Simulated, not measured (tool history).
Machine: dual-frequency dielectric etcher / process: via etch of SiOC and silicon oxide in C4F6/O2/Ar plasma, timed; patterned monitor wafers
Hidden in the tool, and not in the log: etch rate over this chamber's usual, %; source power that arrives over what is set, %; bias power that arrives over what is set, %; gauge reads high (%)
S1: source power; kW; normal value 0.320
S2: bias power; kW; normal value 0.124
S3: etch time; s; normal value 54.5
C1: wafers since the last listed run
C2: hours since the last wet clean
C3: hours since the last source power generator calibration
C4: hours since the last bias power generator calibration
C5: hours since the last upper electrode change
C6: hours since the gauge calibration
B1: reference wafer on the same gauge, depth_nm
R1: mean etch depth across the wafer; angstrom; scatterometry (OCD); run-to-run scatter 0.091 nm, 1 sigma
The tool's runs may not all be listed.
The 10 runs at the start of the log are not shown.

run	hour	S1	S2	S3	C1	C2	C3	C4	C5	C6	B1	R1
11	509.3	0.320	0.124	54.5	518	530.1	3077.8	1523.5	4237.9	1056.8	50.1	426
# hour 579.3: wet clean of the chamber
12	579.8	0.320	0.124	54.5	688	0.5	3148.3	1594.0	4308.4	1127.3	50.1	426
13	634.2	0.320	0.124	54.5	805	54.9	3202.7	1648.4	4362.8	1181.7	50.1	425
14	668.5	0.270	0.114	40.0	508	89.2	3237.0	1682.7	4397.1	1216.0	50.1	287
# hour 683.7: bias power generator calibrated
15	726.1	0.400	0.110	54.5	794	146.8	3294.6	42.4	4454.7	1273.6	50.1	440
# hour 745.9: source power generator calibrated
# hour 783.3: upper electrode replaced
16	786.9	0.280	0.134	54.5	485	207.6	41.0	103.2	3.6	1334.4	50.1	422
17	813.7	0.300	0.146	65.0	397	234.4	67.8	130.0	30.4	1361.2	50.1	529
# hour 871.0: gauge calibrated
18	871.5	0.320	0.124	54.5	856	292.2	125.6	187.8	88.2	0.5	50.0	426
19	936.2	0.250	0.144	59.5	958	356.9	190.3	252.5	152.9	65.2	50.1	457
20	988.5	0.360	0.124	45.5	774	409.2	242.6	304.8	205.2	117.5	50.1	369
21	1049.9	0.320	0.155	64.0	909	470.6	304.0	366.2	266.6	178.9	50.1	546
22	1104.1	0.320	0.124	54.5	802	524.8	358.2	420.4	320.8	233.1	50.1	427
23	1156.1	0.250	0.124	54.5	770	576.8	410.2	472.4	372.8	285.1	50.1	396
24	1182.7	0.250	0.138	68.5	394	603.4	436.8	499.0	399.4	311.7	50.1	518
25	1213.9	0.320	0.124	54.5	462	634.6	468.0	530.2	430.6	342.9	50.1	427
# hour 1295.3: wet clean of the chamber
26	1295.8	0.300	0.103	67.5	857	0.5	549.9	612.1	512.5	424.8	50.1	481
27	1337.3	0.400	0.124	54.5	614	42.0	591.4	653.6	554.0	466.3	50.1	459
28	1394.3	0.320	0.124	54.5	844	99.0	648.4	710.6	611.0	523.3	50.1	426
29	1436.1	0.350	0.140	40.5	619	140.8	690.2	752.4	652.8	565.1	50.1	342
30	1498.6	0.280	0.124	60.0	925	203.3	752.7	814.9	715.3	627.6	50.1	450
31	1557.0	0.240	0.139	58.5	865	261.7	811.1	873.3	773.7	686.0	50.1	440

Forecast each of these 3 alternatives for the next run:
A	1557.4	0.240	0.124	54.5	5	262.1	811.5	873.7	774.1	686.4	?	?
B	1557.4	0.380	0.153	61.0	5	262.1	811.5	873.7	774.1	686.4	?	?
C	1557.4	0.320	0.109	54.5	5	262.1	811.5	873.7	774.1	686.4	?	?

run	B1	R1
A	50.1	392
B	50.1	548
C	50.1	407
Without the tool's unlogged condition, the same runs would have read:
run	R1
A	392
B	548
C	407
